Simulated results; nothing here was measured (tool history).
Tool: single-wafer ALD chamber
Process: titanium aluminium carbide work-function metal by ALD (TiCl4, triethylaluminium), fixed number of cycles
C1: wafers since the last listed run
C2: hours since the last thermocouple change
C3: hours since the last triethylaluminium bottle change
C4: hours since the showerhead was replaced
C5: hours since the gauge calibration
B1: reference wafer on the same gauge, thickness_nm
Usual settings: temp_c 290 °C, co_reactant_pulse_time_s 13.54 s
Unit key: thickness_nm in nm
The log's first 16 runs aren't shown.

At day 33.55: gauge calibrated.
At day 37.304: showerhead replaced.
Run 17, day 38.008: usual settings but temp_c 294 °C; C1 2165; C2 1216.4; C3 633; C4 16.9; C5 107; B1 1.911. Result: thickness_nm 1.988 nm.
Run 18, day 39.938: usual settings but co_reactant_pulse_time_s 8.74 s; C1 611; C2 1262.7; C3 679.3; C4 63.2; C5 153.3; B1 1.909. Result: thickness_nm 1.914 nm.
Run 19, day 42.262: usual settings but temp_c 298 °C, co_reactant_pulse_time_s 15.47 s; C1 736; C2 1318.5; C3 735.1; C4 119; C5 209.1; B1 1.908. Result: thickness_nm 2.033 nm.
Run 20, day 44.512: usual settings but temp_c 300 °C, co_reactant_pulse_time_s 15.67 s; C1 713; C2 1372.5; C3 789.1; C4 173; C5 263.1; B1 1.91. Result: thickness_nm 2.031 nm.
At day 45.112: thermocouple changed; heater temperature recalibrated.
Run 21, day 46.538: usual settings but temp_c 294 °C, co_reactant_pulse_time_s 17.72 s; C1 536; C2 34.2; C3 837.7; C4 221.6; C5 311.7; B1 1.914. Result: thickness_nm 1.904 nm.
Run 22, day 48.65: usual settings; C1 669; C2 84.9; C3 888.4; C4 272.3; C5 362.4; B1 1.909. Result: thickness_nm 1.884 nm.
Run 23, day 49.742: usual settings but temp_c 303 °C; C1 346; C2 111.1; C3 914.6; C4 298.5; C5 388.6; B1 1.914. Result: thickness_nm 1.987 nm.
Run 24, day 51.1: usual settings; C1 430; C2 143.7; C3 947.2; C4 331.1; C5 421.2; B1 1.91. Result: thickness_nm 1.876 nm.
Run 25, day 53.017: usual settings; C1 607; C2 189.7; C3 993.2; C4 377.1; C5 467.2; B1 1.908. Result: thickness_nm 1.871 nm.
Run 26, day 55.904: usual settings but temp_c 303 °C, co_reactant_pulse_time_s 11.04 s; C1 915; C2 259; C3 1062.5; C4 446.4; C5 536.5; B1 1.908. Result: thickness_nm 1.993 nm.
Run 27, day 57.808: usual settings; C1 603; C2 304.7; C3 1108.2; C4 492.1; C5 582.2; B1 1.909. Result: thickness_nm 1.894 nm.
Run 28, day 64.762: usual settings but temp_c 303 °C, co_reactant_pulse_time_s 8.95 s; C1 2204; C2 471.6; C3 1275.1; C4 659; C5 749.1; B1 1.915. Result: thickness_nm 1.954 nm.
Run 29, day 67.004: usual settings but temp_c 283 °C, co_reactant_pulse_time_s 9.26 s; C1 710; C2 525.4; C3 1328.9; C4 712.8; C5 802.9; B1 1.905. Result: thickness_nm 1.766 nm.
Run 30, day 69.642: usual settings but temp_c 278 °C, co_reactant_pulse_time_s 15.8 s; C1 835; C2 588.7; C3 1392.2; C4 776.1; C5 866.2; B1 1.911. Result: thickness_nm 1.78 nm.
At day 70.442: triethylaluminium bottle replaced.
Run 31, day 72.354: usual settings but temp_c 285 °C; C1 754; C2 653.8; C3 45.9; C4 841.2; C5 931.3; B1 1.908. Result: thickness_nm 1.827 nm.
Run 32, day 74.208: usual settings but temp_c 282 °C, co_reactant_pulse_time_s 9.55 s; C1 587; C2 698.3; C3 90.4; C4 885.7; C5 975.8; B1 1.91. Result: thickness_nm 1.79 nm.

What if the next run were any one of these 5? Each begins from the tool's condition after run 32:
Run A, day 74.225: usual settings but co_reactant_pulse_time_s 17.06 s; C1 5; C2 698.7; C3 90.8; C4 886.1; C5 976.2; B1 ?. Result: thickness_nm ?.
Run B, day 74.225: usual settings but temp_c 285 °C, co_reactant_pulse_time_s 9.33 s; C1 5; C2 698.7; C3 90.8; C4 886.1; C5 976.2; B1 ?. Result: thickness_nm ?.
Run C, day 74.225: usual settings but temp_c 276 °C, co_reactant_pulse_time_s 15.18 s; C1 5; C2 698.7; C3 90.8; C4 886.1; C5 976.2; B1 ?. Result: thickness_nm ?.
Run D, day 74.225: usual settings but temp_c 277 °C; C1 5; C2 698.7; C3 90.8; C4 886.1; C5 976.2; B1 ?. Result: thickness_nm ?.
Run E, day 74.225: usual settings but temp_c 279 °C, co_reactant_pulse_time_s 18.25 s; C1 5; C2 698.7; C3 90.8; C4 886.1; C5 976.2; B1 ?. Result: thickness_nm ?.

run     B1  thickness_nm
  A  1.916         1.896
  B  1.916         1.823
  C  1.916         1.762
  D  1.916         1.767
  E  1.916         1.795
With the hidden condition removed and each run's random variation left untouched, the same runs would have given:
run  thickness_nm
  A         1.884
  B          1.81
  C          1.75
  D         1.755
  E         1.783
